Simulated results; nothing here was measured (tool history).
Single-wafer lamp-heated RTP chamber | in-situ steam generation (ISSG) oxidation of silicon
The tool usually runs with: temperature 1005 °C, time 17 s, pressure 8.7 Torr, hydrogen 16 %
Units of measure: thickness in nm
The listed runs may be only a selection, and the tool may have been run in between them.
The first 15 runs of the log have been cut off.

| run | hour | temperature | time | pressure | hydrogen | read-back reference wafer on the same gauge, thickness | thickness |
|---|---|---|---|---|---|---|---|
|  | 413.1 | pyrometer window cleaned and pyrometer calibrated |
|  | 420.3 | hydrogen flow controller replaced |
| 16 | 420.8 | 990 | 17 | 8.7 | 16 | 6.192 | 5.081 |
| 17 | 430.3 | 986 | 17 | 8 | 23 | 6.195 | 5.451 |
| 18 | 460 | 1005 | 17 | 8.7 | 16 | 6.191 | 5.435 |
| 19 | 477 | 1005 | 17 | 8.7 | 16 | 6.193 | 5.405 |
| 20 | 489.5 | 992 | 17 | 8.1 | 16 | 6.183 | 5.145 |
| 21 | 523.7 | 996 | 20 | 8.7 | 21 | 6.192 | 6.023 |
| 22 | 557.3 | 1005 | 17 | 8.7 | 16 | 6.195 | 5.441 |
| 23 | 581.8 | 1018 | 12 | 9.2 | 22 | 6.195 | 5.204 |
| 24 | 613 | 1015 | 13 | 7.4 | 16 | 6.194 | 5.033 |
| 25 | 638.4 | 1005 | 17 | 9.3 | 16 | 6.187 | 5.398 |
| 26 | 651.7 | 1023 | 15 | 7.8 | 20 | 6.192 | 5.86 |
|  | 670.8 | pyrometer window cleaned and pyrometer calibrated |
| 27 | 671.3 | 988 | 17 | 7.6 | 16 | 6.195 | 5.001 |
| 28 | 693.5 | 1005 | 17 | 8.7 | 16 | 6.189 | 5.399 |
| 29 | 709.5 | 1020 | 12 | 8.7 | 16 | 6.184 | 4.88 |
|  | 713.4 | gauge calibrated |
| 30 | 731.7 | 992 | 17 | 8.7 | 23 | 6.189 | 5.561 |
| 31 | 751.8 | 1005 | 17 | 8.7 | 16 | 6.189 | 5.437 |
| 32 | 783.9 | 1005 | 17 | 8.7 | 26 | 6.189 | 6.038 |

Alternative continuations, all from the tool just after run 32; predict every row:
| A | 784.3 | 1005 | 17 | 8.7 | 16 | ? | ? |
| B | 784.3 | 1005 | 14 | 8.2 | 20 | ? | ? |
| C | 784.3 | 992 | 15 | 8.7 | 19 | ? | ? |

| run | read-back reference wafer on the same gauge, thickness | thickness |
|---|---|---|
| A | 6.184 | 5.438 |
| B | 6.184 | 5.251 |
| C | 6.184 | 5.079 |
Stripped of hidden state, with their random variation kept, the same runs would have yielded:
| run | thickness |
|---|---|
| A | 5.357 |
| B | 5.177 |
| C | 5.012 |
